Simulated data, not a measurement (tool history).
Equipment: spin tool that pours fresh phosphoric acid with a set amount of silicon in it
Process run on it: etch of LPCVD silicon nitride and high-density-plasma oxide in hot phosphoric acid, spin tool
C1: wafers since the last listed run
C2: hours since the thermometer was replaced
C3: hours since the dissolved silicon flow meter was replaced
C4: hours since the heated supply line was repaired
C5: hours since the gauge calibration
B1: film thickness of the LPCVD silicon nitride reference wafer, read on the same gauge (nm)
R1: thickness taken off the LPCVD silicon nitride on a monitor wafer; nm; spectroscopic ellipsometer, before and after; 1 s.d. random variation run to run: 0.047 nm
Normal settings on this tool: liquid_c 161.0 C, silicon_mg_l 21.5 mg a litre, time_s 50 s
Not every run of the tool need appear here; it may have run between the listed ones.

Run 1, day 0.000: usual settings; C1 0; C2 1286.5; C3 755.7; C4 92.0; C5 437.9; B1 150.005. Result: R1 5.178 nm.
Run 2, day 0.692: usual settings; C1 152; C2 1303.1; C3 772.3; C4 108.6; C5 454.5; B1 149.996. Result: R1 5.047 nm.
At day 0.850: dissolved silicon flow meter replaced.
Run 3, day 1.196: usual settings; C1 102; C2 1315.2; C3 8.3; C4 120.7; C5 466.6; B1 150.007. Result: R1 5.149 nm.
Run 4, day 1.783: usual settings but liquid_c 158.5 C, silicon_mg_l 38.0 mg a litre; C1 129; C2 1329.3; C3 22.4; C4 134.8; C5 480.7; B1 149.997. Result: R1 4.633 nm.
At day 5.421: thermometer replaced.
Run 5, day 5.758: usual settings; C1 869; C2 8.1; C3 117.8; C4 230.2; C5 576.1; B1 150.010. Result: R1 4.714 nm.
Run 6, day 6.833: usual settings but time_s 65 s; C1 237; C2 33.9; C3 143.6; C4 256.0; C5 601.9; B1 150.008. Result: R1 6.217 nm.
Run 7, day 7.350: usual settings but liquid_c 159.5 C, silicon_mg_l 35.0 mg a litre, time_s 75 s; C1 114; C2 46.3; C3 156.0; C4 268.4; C5 614.3; B1 150.011. Result: R1 6.789 nm.
Run 8, day 8.067: usual settings; C1 158; C2 63.5; C3 173.2; C4 285.6; C5 631.5; B1 150.004. Result: R1 4.745 nm.
Run 9, day 9.033: usual settings; C1 213; C2 86.7; C3 196.4; C4 308.8; C5 654.7; B1 149.996. Result: R1 4.734 nm.
Run 10, day 10.358: usual settings; C1 292; C2 118.5; C3 228.2; C4 340.6; C5 686.5; B1 149.996. Result: R1 4.798 nm.
Run 11, day 11.350: usual settings but liquid_c 163.0 C, time_s 65 s; C1 219; C2 142.3; C3 252.0; C4 364.4; C5 710.3; B1 149.991. Result: R1 6.555 nm.
At day 11.912: gauge calibrated.
Run 12, day 12.729: usual settings; C1 304; C2 175.4; C3 285.1; C4 397.5; C5 19.6; B1 149.990. Result: R1 4.749 nm.

Estimate the outcome of run 13 from the log above:
Run 13, day 13.721: usual settings but silicon_mg_l 32.5 mg a litre; C1 219; C2 199.2; C3 308.9; C4 421.3; C5 43.4; B1 ?. Result: R1 ?.

Run 13 gave B1 150.003, R1 4.789 nm.
Without the tool's hidden state the same run would have given R1 4.821 nm.
